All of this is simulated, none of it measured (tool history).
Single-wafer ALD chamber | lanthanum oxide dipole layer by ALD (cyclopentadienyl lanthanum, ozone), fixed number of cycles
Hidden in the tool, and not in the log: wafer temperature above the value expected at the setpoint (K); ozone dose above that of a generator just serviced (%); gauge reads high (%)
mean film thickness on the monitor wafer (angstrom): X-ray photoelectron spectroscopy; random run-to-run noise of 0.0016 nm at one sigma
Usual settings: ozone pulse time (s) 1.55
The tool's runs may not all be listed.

| run | hour | ozone pulse time (s) | wafers since the last listed run | hours since the last thermocouple change | hours since the last ozone generator service | hours since the showerhead was replaced | hours since the gauge calibration | read-back reference wafer on the same gauge, thickness_nm | mean film thickness on the monitor wafer (angstrom) |
|---|---|---|---|---|---|---|---|---|---|
| 1 | 0.0 | 1.16 | 0 | 2390.5 | 405.4 | 2726.4 | 678.0 | 0.437 | 4.82 |
| 2 | 30.2 | 1.55 | 399 | 2420.7 | 435.6 | 2756.6 | 708.2 | 0.437 | 5.19 |
| 3 | 54.7 | 1.55 | 324 | 2445.2 | 460.1 | 2781.1 | 732.7 | 0.437 | 5.18 |
| 4 | 72.2 | 1.55 | 231 | 2462.7 | 477.6 | 2798.6 | 750.2 | 0.437 | 5.20 |
| 5 | 93.6 | 1.68 | 283 | 2484.1 | 499.0 | 2820.0 | 771.6 | 0.437 | 5.24 |
| 6 | 109.8 | 1.68 | 214 | 2500.3 | 515.2 | 2836.2 | 787.8 | 0.437 | 5.27 |
| 7 | 144.9 | 1.68 | 464 | 2535.4 | 550.3 | 2871.3 | 822.9 | 0.437 | 5.24 |
|  | 149.4 | gauge calibrated |
| 8 | 163.8 | 1.55 | 250 | 2554.3 | 569.2 | 2890.2 | 14.4 | 0.437 | 5.20 |
| 9 | 180.9 | 1.34 | 226 | 2571.4 | 586.3 | 2907.3 | 31.5 | 0.437 | 5.02 |
| 10 | 211.1 | 1.34 | 399 | 2601.6 | 616.5 | 2937.5 | 61.7 | 0.437 | 5.03 |
| 11 | 232.9 | 1.34 | 288 | 2623.4 | 638.3 | 2959.3 | 83.5 | 0.437 | 5.00 |
| 12 | 250.2 | 1.55 | 229 | 2640.7 | 655.6 | 2976.6 | 100.8 | 0.437 | 5.18 |
| 13 | 283.7 | 1.55 | 443 | 2674.2 | 689.1 | 3010.1 | 134.3 | 0.437 | 5.16 |
| 14 | 349.3 | 2.03 | 868 | 2739.8 | 754.7 | 3075.7 | 199.9 | 0.437 | 5.37 |
| 15 | 373.9 | 1.97 | 325 | 2764.4 | 779.3 | 3100.3 | 224.5 | 0.437 | 5.32 |
| 16 | 391.4 | 1.08 | 231 | 2781.9 | 796.8 | 3117.8 | 242.0 | 0.437 | 4.66 |
|  | 401.2 | showerhead replaced, of another model than before |
| 17 | 409.9 | 1.72 | 139 | 2800.4 | 815.3 | 8.7 | 260.5 | 0.437 | 5.26 |
| 18 | 429.4 | 1.18 | 258 | 2819.9 | 834.8 | 28.2 | 280.0 | 0.437 | 4.95 |
| 19 | 454.7 | 1.14 | 334 | 2845.2 | 860.1 | 53.5 | 305.3 | 0.437 | 4.92 |
|  | 474.3 | thermocouple changed; heater temperature recalibrated |
| 20 | 489.5 | 1.55 | 354 | 15.2 | 894.9 | 88.3 | 340.1 | 0.437 | 5.20 |
| 21 | 524.8 | 1.55 | 467 | 50.5 | 930.2 | 123.6 | 375.4 | 0.437 | 5.16 |
| 22 | 552.1 | 1.55 | 361 | 77.8 | 957.5 | 150.9 | 402.7 | 0.437 | 5.17 |
| 23 | 576.3 | 2.09 | 320 | 102.0 | 981.7 | 175.1 | 426.9 | 0.437 | 5.34 |
| 24 | 599.1 | 1.82 | 301 | 124.8 | 1004.5 | 197.9 | 449.7 | 0.437 | 5.25 |
| 25 | 622.3 | 1.35 | 307 | 148.0 | 1027.7 | 221.1 | 472.9 | 0.437 | 5.03 |
|  | 650.2 | ozone generator serviced |
| 26 | 650.7 | 1.32 | 270 | 176.4 | 0.5 | 249.5 | 501.3 | 0.437 | 5.10 |
| 27 | 669.6 | 1.01 | 250 | 195.3 | 19.4 | 268.4 | 520.2 | 0.437 | 4.81 |
| 28 | 697.4 | 1.34 | 368 | 223.1 | 47.2 | 296.2 | 548.0 | 0.437 | 5.08 |
| 29 | 733.2 | 1.22 | 474 | 258.9 | 83.0 | 332.0 | 583.8 | 0.437 | 5.02 |
| 30 | 762.8 | 1.00 | 391 | 288.5 | 112.6 | 361.6 | 613.4 | 0.437 | 4.80 |
| 31 | 794.8 | 1.55 | 423 | 320.5 | 144.6 | 393.6 | 645.4 | 0.437 | 5.20 |
| 32 | 833.1 | 1.23 | 507 | 358.8 | 182.9 | 431.9 | 683.7 | 0.437 | 5.02 |
| 33 | 868.1 | 0.99 | 463 | 393.8 | 217.9 | 466.9 | 718.7 | 0.437 | 4.81 |
| 34 | 881.4 | 1.95 | 176 | 407.1 | 231.2 | 480.2 | 732.0 | 0.437 | 5.31 |
| 35 | 899.2 | 1.55 | 235 | 424.9 | 249.0 | 498.0 | 749.8 | 0.437 | 5.19 |

Describe how what the log doesn't record of the tool's condition differs between the last listed run preceding each entry between runs and the first listed run following it.
From run 7 to run 8: gauge calibrated (hour 149.4)
  ozone dose above that of a generator just serviced (%): -2.59 -> -2.73
  what was measured, less what the result would be without the hidden state, mean film thickness on the monitor wafer (angstrom): -0.02 -> -0.02
From run 16 to run 17: showerhead replaced, of another model than before (hour 401.2)
  ozone dose above that of a generator just serviced (%): -4.78 -> -4.97
  what was measured, less what the result would be without the hidden state, mean film thickness on the monitor wafer (angstrom): -0.08 -> -0.03
From run 19 to run 20: thermocouple changed; heater temperature recalibrated (hour 474.3)
  ozone dose above that of a generator just serviced (%): -5.46 -> -5.87
  what was measured, less what the result would be without the hidden state, mean film thickness on the monitor wafer (angstrom): -0.06 -> -0.04
From run 25 to run 26: ozone generator serviced (hour 650.2)
  ozone dose above that of a generator just serviced (%): -7.54 -> -0.0606
  what was measured, less what the result would be without the hidden state, mean film thickness on the monitor wafer (angstrom): -0.07 -> +0.00

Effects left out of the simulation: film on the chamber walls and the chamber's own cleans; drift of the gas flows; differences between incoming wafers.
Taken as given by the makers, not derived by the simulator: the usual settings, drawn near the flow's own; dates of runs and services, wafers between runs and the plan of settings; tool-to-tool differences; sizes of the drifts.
